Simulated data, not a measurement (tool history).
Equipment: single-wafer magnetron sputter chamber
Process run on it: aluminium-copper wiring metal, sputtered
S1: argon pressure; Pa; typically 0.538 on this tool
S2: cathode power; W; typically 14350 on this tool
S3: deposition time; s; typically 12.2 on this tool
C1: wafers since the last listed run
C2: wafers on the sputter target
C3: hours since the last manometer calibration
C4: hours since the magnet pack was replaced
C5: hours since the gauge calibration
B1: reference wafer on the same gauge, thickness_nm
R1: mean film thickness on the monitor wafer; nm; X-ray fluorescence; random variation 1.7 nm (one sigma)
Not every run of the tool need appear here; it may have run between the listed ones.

{"run": 1, "hour": 0.0, "S1": 0.538, "S2": 14350, "S3": 12.8, "C1": 0, "C2": 5151, "C3": 925.9, "C4": 5645.6, "C5": 185.3, "B1": 269.276, "R1": 299.31}
{"hour": 5.4, "done": "sputter target and shields replaced"}
{"run": 2, "hour": 46.6, "S1": 0.538, "S2": 14350, "S3": 12.8, "C1": 1210, "C2": 1210, "C3": 972.5, "C4": 5692.2, "C5": 231.9, "B1": 270.205, "R1": 313.072}
{"run": 3, "hour": 55.1, "S1": 0.538, "S2": 14350, "S3": 12.8, "C1": 249, "C2": 1460, "C3": 981.0, "C4": 5700.7, "C5": 240.4, "B1": 270.06, "R1": 312.282}
{"run": 4, "hour": 63.6, "S1": 0.538, "S2": 14350, "S3": 12.2, "C1": 249, "C2": 1709, "C3": 989.5, "C4": 5709.2, "C5": 248.9, "B1": 270.061, "R1": 299.163}
{"run": 5, "hour": 69.8, "S1": 0.538, "S2": 14350, "S3": 12.2, "C1": 182, "C2": 1891, "C3": 995.7, "C4": 5715.4, "C5": 255.1, "B1": 270.725, "R1": 296.316}
{"run": 6, "hour": 76.8, "S1": 0.67, "S2": 14350, "S3": 12.2, "C1": 205, "C2": 2097, "C3": 1002.7, "C4": 5722.4, "C5": 262.1, "B1": 270.296, "R1": 277.216}
{"run": 7, "hour": 92.1, "S1": 0.67, "S2": 14350, "S3": 12.2, "C1": 449, "C2": 2546, "C3": 1018.0, "C4": 5737.7, "C5": 277.4, "B1": 270.543, "R1": 274.291}
{"run": 8, "hour": 100.7, "S1": 0.67, "S2": 14350, "S3": 12.2, "C1": 252, "C2": 2799, "C3": 1026.6, "C4": 5746.3, "C5": 286.0, "B1": 269.892, "R1": 275.048}
{"run": 9, "hour": 106.9, "S1": 0.538, "S2": 14350, "S3": 12.2, "C1": 182, "C2": 2981, "C3": 1032.8, "C4": 5752.5, "C5": 292.2, "B1": 269.979, "R1": 292.35}
{"run": 10, "hour": 115.1, "S1": 0.538, "S2": 14350, "S3": 12.2, "C1": 240, "C2": 3222, "C3": 1041.0, "C4": 5760.7, "C5": 300.4, "B1": 270.118, "R1": 293.67}
{"hour": 130.3, "done": "magnet pack replaced"}
{"run": 11, "hour": 130.8, "S1": 0.538, "S2": 14350, "S3": 12.2, "C1": 226, "C2": 3448, "C3": 1056.7, "C4": 0.5, "C5": 316.1, "B1": 269.738, "R1": 293.015}
{"run": 12, "hour": 131.1, "S1": 0.538, "S2": 14350, "S3": 13.6, "C1": 8, "C2": 3457, "C3": 1057.0, "C4": 0.8, "C5": 316.4, "B1": 270.189, "R1": 329.14}
{"run": 13, "hour": 143.5, "S1": 0.421, "S2": 14350, "S3": 12.2, "C1": 364, "C2": 3821, "C3": 1069.4, "C4": 13.2, "C5": 328.8, "B1": 268.907, "R1": 309.689}
{"run": 14, "hour": 155.6, "S1": 0.538, "S2": 14350, "S3": 12.2, "C1": 355, "C2": 4176, "C3": 1081.5, "C4": 25.3, "C5": 340.9, "B1": 270.503, "R1": 289.046}
{"run": 15, "hour": 168.6, "S1": 0.538, "S2": 14350, "S3": 12.2, "C1": 381, "C2": 4558, "C3": 1094.5, "C4": 38.3, "C5": 353.9, "B1": 270.92, "R1": 285.284}
{"hour": 177.0, "done": "sputter target and shields replaced"}
{"run": 16, "hour": 177.8, "S1": 0.538, "S2": 14350, "S3": 12.2, "C1": 35, "C2": 22, "C3": 1103.7, "C4": 47.5, "C5": 363.1, "B1": 270.384, "R1": 298.498}
{"hour": 188.5, "done": "gauge calibrated"}
{"run": 17, "hour": 190.2, "S1": 0.538, "S2": 14350, "S3": 12.2, "C1": 364, "C2": 386, "C3": 1116.1, "C4": 59.9, "C5": 1.7, "B1": 269.872, "R1": 297.888}
{"run": 18, "hour": 207.2, "S1": 0.383, "S2": 15950, "S3": 10.2, "C1": 499, "C2": 886, "C3": 1133.1, "C4": 76.9, "C5": 18.7, "B1": 269.66, "R1": 298.176}
{"run": 19, "hour": 214.0, "S1": 0.538, "S2": 14350, "S3": 12.8, "C1": 199, "C2": 1085, "C3": 1139.9, "C4": 83.7, "C5": 25.5, "B1": 269.379, "R1": 310.603}
{"run": 20, "hour": 225.9, "S1": 0.33, "S2": 14350, "S3": 14.0, "C1": 349, "C2": 1435, "C3": 1151.8, "C4": 95.6, "C5": 37.4, "B1": 269.362, "R1": 380.092}
{"run": 21, "hour": 279.0, "S1": 0.36, "S2": 12850, "S3": 10.9, "C1": 1559, "C2": 2994, "C3": 1204.9, "C4": 148.7, "C5": 90.5, "B1": 270.026, "R1": 261.038}
{"hour": 291.1, "done": "capacitance manometer re-zeroed and calibrated"}
{"run": 22, "hour": 291.6, "S1": 0.538, "S2": 17350, "S3": 12.2, "C1": 135, "C2": 3129, "C3": 0.5, "C4": 161.3, "C5": 103.1, "B1": 270.101, "R1": 349.286}
{"run": 23, "hour": 292.8, "S1": 0.617, "S2": 12300, "S3": 10.4, "C1": 35, "C2": 3165, "C3": 1.7, "C4": 162.5, "C5": 104.3, "B1": 269.575, "R1": 208.684}
{"run": 24, "hour": 310.6, "S1": 0.538, "S2": 12050, "S3": 12.2, "C1": 522, "C2": 3687, "C3": 19.5, "C4": 180.3, "C5": 122.1, "B1": 270.259, "R1": 249.109}
{"hour": 324.4, "done": "sputter target and shields replaced"}
{"run": 25, "hour": 324.9, "S1": 0.538, "S2": 14350, "S3": 12.2, "C1": 185, "C2": 13, "C3": 33.8, "C4": 194.6, "C5": 136.4, "B1": 270.806, "R1": 298.425}
{"run": 26, "hour": 325.2, "S1": 0.749, "S2": 14350, "S3": 13.5, "C1": 8, "C2": 22, "C3": 34.1, "C4": 194.9, "C5": 136.7, "B1": 269.66, "R1": 299.106}
{"run": 27, "hour": 340.6, "S1": 0.626, "S2": 17250, "S3": 13.4, "C1": 452, "C2": 474, "C3": 49.5, "C4": 210.3, "C5": 152.1, "B1": 269.462, "R1": 371.742}
{"run": 28, "hour": 357.7, "S1": 0.538, "S2": 16900, "S3": 12.2, "C1": 502, "C2": 977, "C3": 66.6, "C4": 227.4, "C5": 169.2, "B1": 268.981, "R1": 349.131}
{"run": 29, "hour": 365.0, "S1": 0.538, "S2": 16150, "S3": 12.2, "C1": 214, "C2": 1191, "C3": 73.9, "C4": 234.7, "C5": 176.5, "B1": 269.988, "R1": 333.5}
{"run": 30, "hour": 372.0, "S1": 0.538, "S2": 12750, "S3": 13.1, "C1": 205, "C2": 1397, "C3": 80.9, "C4": 241.7, "C5": 183.5, "B1": 270.418, "R1": 286.017}
{"run": 31, "hour": 380.6, "S1": 0.336, "S2": 16750, "S3": 13.8, "C1": 252, "C2": 1649, "C3": 89.5, "C4": 250.3, "C5": 192.1, "B1": 269.631, "R1": 432.939}
{"run": 32, "hour": 391.8, "S1": 0.538, "S2": 14350, "S3": 12.2, "C1": 328, "C2": 1978, "C3": 100.7, "C4": 261.5, "C5": 203.3, "B1": 269.708, "R1": 296.525}

Some steps in R1, run to run, broken into two amounts with sign: the step expected even without the hidden condition (settings, incoming material, random variation), and the rest, left for the hidden condition together with whatever gauge scatter is not in both the measured and the hidden-condition-free result:
Hidden state at play: deposition rate above that of a new target (%); true argon pressure above the setpoint (%); gauge reads high (%).
Run 1 -> 2: sputter target and shields replaced. R1 +13.762 nm: hidden state +14.616, all else -0.854.
Run 15 -> 16: sputter target and shields replaced. R1 +13.214 nm: hidden state +12.046, all else +1.168.
Run 22 -> 23: S1 0.538 -> 0.617, S2 17350 -> 12300, S3 12.2 -> 10.4. R1 -140.602 nm: hidden state +3.156, all else -143.758.
Run 24 -> 25: S2 12050 -> 14350, sputter target and shields replaced. R1 +49.316 nm: hidden state +6.928, all else +42.388.
Run 30 -> 31: S1 0.538 -> 0.336, S2 12750 -> 16750, S3 13.1 -> 13.8. R1 +146.922 nm: hidden state -1.463, all else +148.385.
Run 31 -> 32: S1 0.336 -> 0.538, S2 16750 -> 14350, S3 13.8 -> 12.2. R1 -136.414 nm: hidden state +0.355, all else -136.769.
